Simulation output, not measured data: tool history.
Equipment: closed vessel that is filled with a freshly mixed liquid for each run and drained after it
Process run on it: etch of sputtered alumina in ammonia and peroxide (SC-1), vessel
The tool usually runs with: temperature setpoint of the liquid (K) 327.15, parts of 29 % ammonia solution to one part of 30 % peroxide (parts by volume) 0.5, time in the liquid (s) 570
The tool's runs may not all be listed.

run,hour,temperature setpoint of the liquid (K),parts of 29 % ammonia solution to one part of 30 % peroxide (parts by volume),time in the liquid (s),"read-back film thickness of the sputtered alumina reference wafer, read on the same gauge (nm)",thickness taken off the sputtered alumina on a monitor wafer (angstrom)
1,0,331.65,0.5,570,150.01,607.2
2,46,331.65,0.5,570,149.99,600.4
3,102.7,331.65,0.5,570,150.01,618
4,139.2,327.15,0.5,495,150,424.6
5,169,327.15,0.5,495,150,420.7
# hour 184.4: thermometer replaced
6,229.7,327.15,0.5,495,150.02,398.4
7,275.8,327.15,0.5,570,149.99,470
8,304.7,327.15,0.5,570,150.02,464.7
9,332.5,327.15,0.5,570,150.02,477
# hour 352.9: new drum of ammonia solution connected
10,388.4,327.15,0.5,570,150.02,471.1
# hour 400.5: ammonia flow meter replaced
11,446.7,327.15,0.5,570,150,479.1
12,477,327.15,0.5,570,150.02,481.5
13,503,330.65,0.25,330,150.02,310
14,569.2,330.15,0.5,570,150,563.1
# hour 588.9: gauge calibrated
15,611.4,335.15,0.5,400,149.98,511.5
16,656,327.15,0.5,570,150.01,482.6
17,706.5,327.15,0.5,570,150,481.4
18,752.7,327.15,0.45,570,149.99,484.3
# hour 754: thermometer replaced
19,809.9,330.65,0.65,845,150,862.8
20,865.3,327.15,0.5,850,149.99,702.1

What will run 21 give?
21,907.5,336.65,0.7,320,?,?

{"run 21": {"read-back film thickness of the sputtered alumina reference wafer, read on the same gauge (nm)": 150, "thickness taken off the sputtered alumina on a monitor wafer (angstrom)": 447.9}}
If the tool had no hidden condition, the same run with the same run-to-run variation would have returned thickness taken off the sputtered alumina on a monitor wafer (angstrom) 441.9.
